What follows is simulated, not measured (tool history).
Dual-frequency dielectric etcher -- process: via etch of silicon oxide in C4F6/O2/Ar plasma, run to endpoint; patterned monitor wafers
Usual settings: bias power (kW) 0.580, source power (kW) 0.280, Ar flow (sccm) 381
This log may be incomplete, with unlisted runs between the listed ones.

run,hour,bias power (kW),source power (kW),Ar flow (sccm),"incoming incoming film thickness, nm",endpoint time (s)
1,0.0,0.481,0.250,381,129.6,31.4
2,33.0,0.495,0.280,420,130.3,30.2
3,61.6,0.495,0.280,420,132.2,30.6
4,104.0,0.495,0.280,420,130.9,30.5
5,147.5,0.580,0.280,381,131.8,29.5
6,217.6,0.580,0.280,381,131.0,29.1
7,276.6,0.580,0.280,381,130.9,29.2
8,407.3,0.580,0.280,381,131.7,29.8
# hour 434.5: wet clean of the chamber
9,471.4,0.541,0.280,381,131.2,30.9
# hour 480.9: Ar flow controller replaced
10,540.9,0.541,0.280,381,130.9,30.9
11,597.6,0.580,0.260,381,129.3,31.4
12,641.1,0.580,0.260,381,129.4,30.8
13,683.8,0.580,0.240,411,130.0,32.9
# hour 721.3: wet clean of the chamber, repeated, since the last time left the tool worse
14,727.9,0.580,0.240,411,131.0,30.8
15,753.1,0.580,0.260,381,130.6,29.7
16,817.9,0.638,0.220,434,132.2,31.7
17,864.4,0.580,0.280,329,128.8,28.6
# hour 919.7: upper electrode replaced
18,924.1,0.580,0.330,381,130.8,27.0
# hour 929.9: bias power generator calibrated
19,968.3,0.634,0.250,454,130.0,30.2
20,1000.1,0.580,0.280,381,130.9,29.1
21,1033.0,0.580,0.280,315,130.6,28.4
22,1077.6,0.652,0.230,331,130.9,30.4
# hour 1125.1: source power generator calibrated
23,1131.7,0.625,0.340,381,130.6,26.3
24,1184.7,0.444,0.300,381,130.3,30.4
# hour 1234.5: wet clean of the chamber
25,1241.1,0.659,0.350,290,130.3,24.5
26,1369.8,0.657,0.260,288,130.3,28.2
27,1436.0,0.701,0.330,448,130.8,26.2
28,1462.9,0.463,0.280,287,131.4,30.1

4 options for the next run, each taken on its own from the tool as it stands now. Forecast them:
A,1463.3,0.580,0.280,437,130.6,?
B,1463.3,0.723,0.260,381,130.6,?
C,1463.3,0.665,0.280,454,130.6,?
D,1463.3,0.462,0.340,327,130.6,?

run,endpoint time (s)
A,29.4
B,28.5
C,28.5
D,28.0
Had the tool no hidden state, the same runs would have come out as:
run,endpoint time (s)
A,28.9
B,28.0
C,28.0
D,27.5
